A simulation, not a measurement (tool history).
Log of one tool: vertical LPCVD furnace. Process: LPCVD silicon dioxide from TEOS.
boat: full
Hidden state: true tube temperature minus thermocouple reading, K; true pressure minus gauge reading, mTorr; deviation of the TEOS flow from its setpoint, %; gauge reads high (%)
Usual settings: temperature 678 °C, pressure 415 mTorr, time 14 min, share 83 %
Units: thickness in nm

| run | hour | temperature | pressure | time | share | wafers since the last listed run | hours since the last temperature calibration | hours since the pressure gauge was zeroed | hours since the TEOS flow controller was replaced | hours since the gauge calibration | read-back reference wafer on the same gauge, thickness | thickness |
|---|---|---|---|---|---|---|---|---|---|---|---|---|
| 1 | 0 | 672 | 415 | 16.5 | 83 | 0 | 2451.8 | 756.1 | 1136.7 | 537 | 75.83 | 79.78 |
| 2 | 53.5 | 672 | 415 | 16.5 | 83 | 965 | 2505.3 | 809.6 | 1190.2 | 590.5 | 75.82 | 80.44 |
| 3 | 280 | 672 | 415 | 16.5 | 83 | 4087 | 2731.8 | 1036.1 | 1416.7 | 817 | 75.73 | 80.33 |
| 4 | 321.5 | 680 | 415 | 14 | 83 | 748 | 2773.3 | 1077.6 | 1458.2 | 858.5 | 75.83 | 82.62 |
| 5 | 406.9 | 680 | 415 | 14 | 83 | 1541 | 2858.7 | 1163 | 1543.6 | 943.9 | 75.83 | 82.76 |
| 6 | 500.8 | 678 | 415 | 14 | 83 | 1694 | 2952.6 | 1256.9 | 1637.5 | 1037.8 | 75.86 | 78.8 |
| 7 | 597.7 | 678 | 415 | 14 | 83 | 1748 | 3049.5 | 1353.8 | 1734.4 | 1134.7 | 75.89 | 78.69 |
| 8 | 639.7 | 678 | 415 | 14 | 83 | 758 | 3091.5 | 1395.8 | 1776.4 | 1176.7 | 75.76 | 79.03 |
| 9 | 961.9 | 678 | 415 | 14 | 76 | 5814 | 3413.7 | 1718 | 2098.6 | 1498.9 | 75.81 | 75.5 |
|  | 994.5 | thermocouples replaced and temperature profile calibrated |
| 10 | 1033.9 | 678 | 415 | 14 | 83 | 866 | 39.4 | 1790 | 2170.6 | 1570.9 | 75.77 | 75.26 |
| 11 | 1134.2 | 678 | 415 | 14 | 83 | 1810 | 139.7 | 1890.3 | 2270.9 | 1671.2 | 75.8 | 74.98 |
|  | 1156.3 | gauge calibrated |
| 12 | 1233.8 | 678 | 415 | 14 | 83 | 1797 | 239.3 | 1989.9 | 2370.5 | 77.5 | 75.87 | 75.42 |
| 13 | 1292.6 | 673 | 415 | 14 | 83 | 1061 | 298.1 | 2048.7 | 2429.3 | 136.3 | 75.72 | 66.57 |

Run 14 comes next. What will it give?
| 14 | 1388.4 | 678 | 415 | 14 | 97 | 1728 | 393.9 | 2144.5 | 2525.1 | 232.1 | ? | ? |

read-back reference wafer on the same gauge, thickness: 75.81
thickness: 81.58 nm
Without the tool's hidden state the same run would have given thickness 82.31 nm.
